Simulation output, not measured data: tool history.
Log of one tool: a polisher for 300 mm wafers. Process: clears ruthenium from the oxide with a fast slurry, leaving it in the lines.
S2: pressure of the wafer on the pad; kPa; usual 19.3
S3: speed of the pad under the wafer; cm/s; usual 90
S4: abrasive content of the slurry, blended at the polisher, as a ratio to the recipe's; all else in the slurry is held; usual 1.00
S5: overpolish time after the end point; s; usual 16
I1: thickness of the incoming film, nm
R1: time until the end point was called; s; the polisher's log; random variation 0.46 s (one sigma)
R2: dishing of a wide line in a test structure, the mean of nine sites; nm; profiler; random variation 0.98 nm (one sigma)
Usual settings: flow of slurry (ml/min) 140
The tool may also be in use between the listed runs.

run 1 hour=0.0 | flow_of_slurry_(ml/min)=140 S2=19.3 S3=90 S4=1.00 S5=16 | I1=139.6 | R1=38.6 R2=46.5
-- hour=37.2 slurry nozzle cleaned
run 2 hour=37.7 | flow_of_slurry_(ml/min)=140 S2=19.3 S3=90 S4=1.00 S5=16 | I1=141.7 | R1=38.6 R2=45.7
run 3 hour=89.7 | flow_of_slurry_(ml/min)=140 S2=19.3 S3=90 S4=1.00 S5=16 | I1=139.0 | R1=37.7 R2=46.2
run 4 hour=153.3 | flow_of_slurry_(ml/min)=140 S2=19.3 S3=90 S4=1.00 S5=16 | I1=140.2 | R1=38.0 R2=46.6
-- hour=181.5 slurry blender recalibrated
run 5 hour=214.7 | flow_of_slurry_(ml/min)=180 S2=19.3 S3=90 S4=1.10 S5=10 | I1=140.0 | R1=35.4 R2=32.1
-- hour=233.5 worn pad replaced by a new one
run 6 hour=277.2 | flow_of_slurry_(ml/min)=160 S2=14.5 S3=104 S4=1.00 S5=13 | I1=141.1 | R1=41.2 R2=35.8
run 7 hour=309.7 | flow_of_slurry_(ml/min)=140 S2=19.3 S3=90 S4=1.00 S5=16 | I1=139.1 | R1=37.9 R2=46.2
run 8 hour=361.2 | flow_of_slurry_(ml/min)=140 S2=19.3 S3=90 S4=1.00 S5=16 | I1=139.0 | R1=39.0 R2=45.2
-- hour=416.7 head pressure recalibrated
run 9 hour=420.3 | flow_of_slurry_(ml/min)=90 S2=19.3 S3=90 S4=1.00 S5=16 | I1=138.9 | R1=40.8 R2=43.5
run 10 hour=483.1 | flow_of_slurry_(ml/min)=140 S2=13.8 S3=90 S4=1.00 S5=16 | I1=141.0 | R1=50.3 R2=36.7
run 11 hour=514.2 | flow_of_slurry_(ml/min)=140 S2=19.3 S3=90 S4=1.00 S5=16 | I1=140.5 | R1=39.1 R2=46.5
run 12 hour=574.6 | flow_of_slurry_(ml/min)=140 S2=19.3 S3=64 S4=1.00 S5=19 | I1=139.7 | R1=53.3 R2=39.8
run 13 hour=599.6 | flow_of_slurry_(ml/min)=140 S2=19.3 S3=90 S4=1.00 S5=16 | I1=140.4 | R1=38.9 R2=45.3
run 14 hour=651.3 | flow_of_slurry_(ml/min)=140 S2=19.3 S3=70 S4=0.75 S5=16 | I1=140.1 | R1=54.4 R2=33.6
-- hour=684.8 slurry blender recalibrated
-- hour=688.8 slurry nozzle cleaned
run 15 hour=712.2 | flow_of_slurry_(ml/min)=95 S2=19.3 S3=78 S4=1.15 S5=19 | I1=141.4 | R1=45.9 R2=46.3
run 16 hour=748.3 | flow_of_slurry_(ml/min)=125 S2=22.8 S3=102 S4=1.00 S5=25 | I1=140.3 | R1=29.8 R2=80.7
run 17 hour=797.9 | flow_of_slurry_(ml/min)=140 S2=19.3 S3=90 S4=1.15 S5=16 | I1=142.1 | R1=37.7 R2=49.3
-- hour=804.1 worn pad replaced by a new one
run 18 hour=866.0 | flow_of_slurry_(ml/min)=140 S2=19.3 S3=76 S4=1.15 S5=21 | I1=139.3 | R1=42.7 R2=51.0
run 19 hour=902.2 | flow_of_slurry_(ml/min)=140 S2=15.9 S3=90 S4=0.75 S5=16 | I1=142.1 | R1=51.4 R2=37.6
run 20 hour=938.4 | flow_of_slurry_(ml/min)=165 S2=19.3 S3=90 S4=0.90 S5=16 | I1=141.5 | R1=39.5 R2=46.2
run 21 hour=966.9 | flow_of_slurry_(ml/min)=140 S2=12.4 S3=90 S4=1.00 S5=25 | I1=138.8 | R1=55.0 R2=51.0
-- hour=1063.9 head pressure recalibrated
run 22 hour=1120.2 | flow_of_slurry_(ml/min)=140 S2=19.3 S3=90 S4=1.00 S5=16 | I1=138.5 | R1=37.8 R2=45.7
run 23 hour=1177.5 | flow_of_slurry_(ml/min)=170 S2=19.3 S3=90 S4=1.00 S5=6 | I1=142.1 | R1=37.6 R2=18.9
-- hour=1180.4 slurry blender recalibrated
run 24 hour=1231.4 | flow_of_slurry_(ml/min)=140 S2=19.3 S3=90 S4=1.00 S5=16 | I1=139.8 | R1=38.7 R2=45.4
run 25 hour=1274.1 | flow_of_slurry_(ml/min)=140 S2=19.3 S3=90 S4=1.00 S5=9 | I1=141.7 | R1=38.7 R2=27.9
run 26 hour=1345.8 | flow_of_slurry_(ml/min)=140 S2=19.3 S3=90 S4=1.00 S5=16 | I1=140.7 | R1=38.5 R2=47.5
-- hour=1375.0 worn pad replaced by a new one
-- hour=1409.1 slurry nozzle cleaned
run 27 hour=1417.2 | flow_of_slurry_(ml/min)=140 S2=19.3 S3=90 S4=0.75 S5=26 | I1=139.0 | R1=42.4 R2=61.0
run 28 hour=1478.0 | flow_of_slurry_(ml/min)=140 S2=19.3 S3=118 S4=0.80 S5=22 | I1=139.2 | R1=32.0 R2=69.5

4 ways to go on from here, each from the tool as it stands after run 28. What would each give?
run A hour=1478.4 | flow_of_slurry_(ml/min)=140 S2=19.3 S3=90 S4=1.00 S5=16 | I1=141.0 | R1=? R2=?
run B hour=1478.4 | flow_of_slurry_(ml/min)=165 S2=24.8 S3=90 S4=1.00 S5=16 | I1=141.0 | R1=? R2=?
run C hour=1478.4 | flow_of_slurry_(ml/min)=160 S2=19.3 S3=90 S4=1.00 S5=16 | I1=141.0 | R1=? R2=?
run D hour=1478.4 | flow_of_slurry_(ml/min)=160 S2=19.3 S3=90 S4=1.00 S5=20 | I1=141.0 | R1=? R2=?

run=A R1=39.0 R2=45.5
run=B R1=31.0 R2=55.1
run=C R1=38.3 R2=46.2
run=D R1=38.3 R2=55.6
Without the tool's hidden state the same runs would have given:
run=A R1=39.0 R2=45.5
run=B R1=31.0 R2=55.1
run=C R1=38.3 R2=46.2
run=D R1=38.3 R2=55.6
